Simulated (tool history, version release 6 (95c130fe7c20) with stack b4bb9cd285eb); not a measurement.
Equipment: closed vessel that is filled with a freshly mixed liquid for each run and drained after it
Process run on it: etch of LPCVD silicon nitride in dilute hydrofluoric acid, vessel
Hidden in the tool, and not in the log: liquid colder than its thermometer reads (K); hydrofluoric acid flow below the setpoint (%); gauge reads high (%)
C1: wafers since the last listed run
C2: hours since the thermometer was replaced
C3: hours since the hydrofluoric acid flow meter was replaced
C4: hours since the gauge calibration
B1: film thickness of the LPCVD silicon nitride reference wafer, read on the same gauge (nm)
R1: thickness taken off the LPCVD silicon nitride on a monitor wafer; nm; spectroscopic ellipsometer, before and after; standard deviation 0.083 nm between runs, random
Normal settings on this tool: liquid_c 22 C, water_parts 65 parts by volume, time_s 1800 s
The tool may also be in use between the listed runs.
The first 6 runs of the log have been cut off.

{"run": 7, "day": 12.275, "liquid_c": 22, "water_parts": 65, "time_s": 1800, "C1": 1326, "C2": 1054.4, "C3": 87.5, "C4": 1522.7, "B1": 145.53, "R1": 13.82}
{"run": 8, "day": 15.029, "liquid_c": 22, "water_parts": 65, "time_s": 1800, "C1": 2902, "C2": 1120.5, "C3": 153.6, "C4": 1588.8, "B1": 145.56, "R1": 13.67}
{"run": 9, "day": 17.917, "liquid_c": 22, "water_parts": 65, "time_s": 2395, "C1": 3043, "C2": 1189.8, "C3": 222.9, "C4": 1658.1, "B1": 145.59, "R1": 18.3}
{"run": 10, "day": 20.192, "liquid_c": 22, "water_parts": 65, "time_s": 2395, "C1": 2397, "C2": 1244.4, "C3": 277.5, "C4": 1712.7, "B1": 145.62, "R1": 18.36}
{"run": 11, "day": 21.433, "liquid_c": 22, "water_parts": 65, "time_s": 995, "C1": 1308, "C2": 1274.2, "C3": 307.3, "C4": 1742.5, "B1": 145.67, "R1": 7.63}
{"run": 12, "day": 22.512, "liquid_c": 22, "water_parts": 65, "time_s": 995, "C1": 1137, "C2": 1300.1, "C3": 333.2, "C4": 1768.4, "B1": 145.68, "R1": 7.61}
{"day": 22.529, "done": "gauge calibrated"}
{"run": 13, "day": 24.2, "liquid_c": 22, "water_parts": 65, "time_s": 995, "C1": 1778, "C2": 1340.6, "C3": 373.7, "C4": 40.1, "B1": 141.46, "R1": 7.29}
{"run": 14, "day": 25.367, "liquid_c": 22, "water_parts": 65, "time_s": 1800, "C1": 1229, "C2": 1368.6, "C3": 401.7, "C4": 68.1, "B1": 141.69, "R1": 13.27}
{"run": 15, "day": 27.858, "liquid_c": 22, "water_parts": 65, "time_s": 1800, "C1": 2626, "C2": 1428.4, "C3": 461.5, "C4": 127.9, "B1": 142.23, "R1": 13.17}
{"day": 29.529, "done": "hydrofluoric acid flow meter replaced"}
{"run": 16, "day": 30.562, "liquid_c": 22, "water_parts": 65, "time_s": 1800, "C1": 2806, "C2": 1493.3, "C3": 24.8, "C4": 192.8, "B1": 142.71, "R1": 13.24}
{"run": 17, "day": 31.704, "liquid_c": 22, "water_parts": 65, "time_s": 1800, "C1": 1203, "C2": 1520.7, "C3": 52.2, "C4": 220.2, "B1": 142.93, "R1": 13.52}
{"run": 18, "day": 32.721, "liquid_c": 22, "water_parts": 50, "time_s": 1800, "C1": 1071, "C2": 1545.1, "C3": 76.6, "C4": 244.6, "B1": 143.08, "R1": 17.38}
{"run": 19, "day": 35.517, "liquid_c": 20, "water_parts": 50, "time_s": 2610, "C1": 2946, "C2": 1612.2, "C3": 143.7, "C4": 311.7, "B1": 143.51, "R1": 21.95}
{"run": 20, "day": 36.683, "liquid_c": 22, "water_parts": 65, "time_s": 1800, "C1": 1229, "C2": 1640.2, "C3": 171.7, "C4": 339.7, "B1": 143.66, "R1": 13.52}
{"run": 21, "day": 39.446, "liquid_c": 27, "water_parts": 80, "time_s": 1800, "C1": 2911, "C2": 1706.5, "C3": 238, "C4": 406, "B1": 144.05, "R1": 15.46}
{"run": 22, "day": 45.95, "liquid_c": 20, "water_parts": 50, "time_s": 2610, "C1": 6855, "C2": 1862.6, "C3": 394.1, "C4": 562.1, "B1": 144.75, "R1": 22.26}
{"run": 23, "day": 50.525, "liquid_c": 22, "water_parts": 65, "time_s": 1800, "C1": 4822, "C2": 1972.4, "C3": 503.9, "C4": 671.9, "B1": 145.12, "R1": 13.71}
{"run": 24, "day": 52.112, "liquid_c": 19.5, "water_parts": 45, "time_s": 1315, "C1": 1673, "C2": 2010.5, "C3": 542, "C4": 710, "B1": 145.22, "R1": 12.01}
{"day": 52.383, "done": "hydrofluoric acid flow meter replaced"}
{"day": 53.146, "done": "thermometer replaced"}
{"run": 25, "day": 54.442, "liquid_c": 22, "water_parts": 65, "time_s": 770, "C1": 2367, "C2": 31.1, "C3": 49.4, "C4": 765.9, "B1": 145.43, "R1": 5.8}
{"run": 26, "day": 56.279, "liquid_c": 24, "water_parts": 35, "time_s": 2845, "C1": 1936, "C2": 75.2, "C3": 93.5, "C4": 810, "B1": 145.56, "R1": 45.4}
{"run": 27, "day": 57.846, "liquid_c": 19, "water_parts": 55, "time_s": 1800, "C1": 1651, "C2": 112.8, "C3": 131.1, "C4": 847.6, "B1": 145.66, "R1": 13.05}
{"run": 28, "day": 59.162, "liquid_c": 23.5, "water_parts": 90, "time_s": 1415, "C1": 1387, "C2": 144.4, "C3": 162.7, "C4": 879.2, "B1": 145.69, "R1": 8.6}
{"run": 29, "day": 60.375, "liquid_c": 22, "water_parts": 65, "time_s": 1800, "C1": 1277, "C2": 173.5, "C3": 191.8, "C4": 908.3, "B1": 145.76, "R1": 13.77}
{"run": 30, "day": 62.379, "liquid_c": 27, "water_parts": 45, "time_s": 1310, "C1": 2112, "C2": 221.6, "C3": 239.9, "C4": 956.4, "B1": 145.88, "R1": 19.83}

Predict the results of run 31:
{"run": 31, "day": 65.371, "liquid_c": 23.5, "water_parts": 55, "time_s": 2185, "C1": 3153, "C2": 293.4, "C3": 311.7, "C4": 1028.2, "B1": "?", "R1": "?"}

Run 31 produced B1 145.99, R1 21.59 nm.
Had the tool carried no hidden state, the very same run would have given R1 20.7 nm.
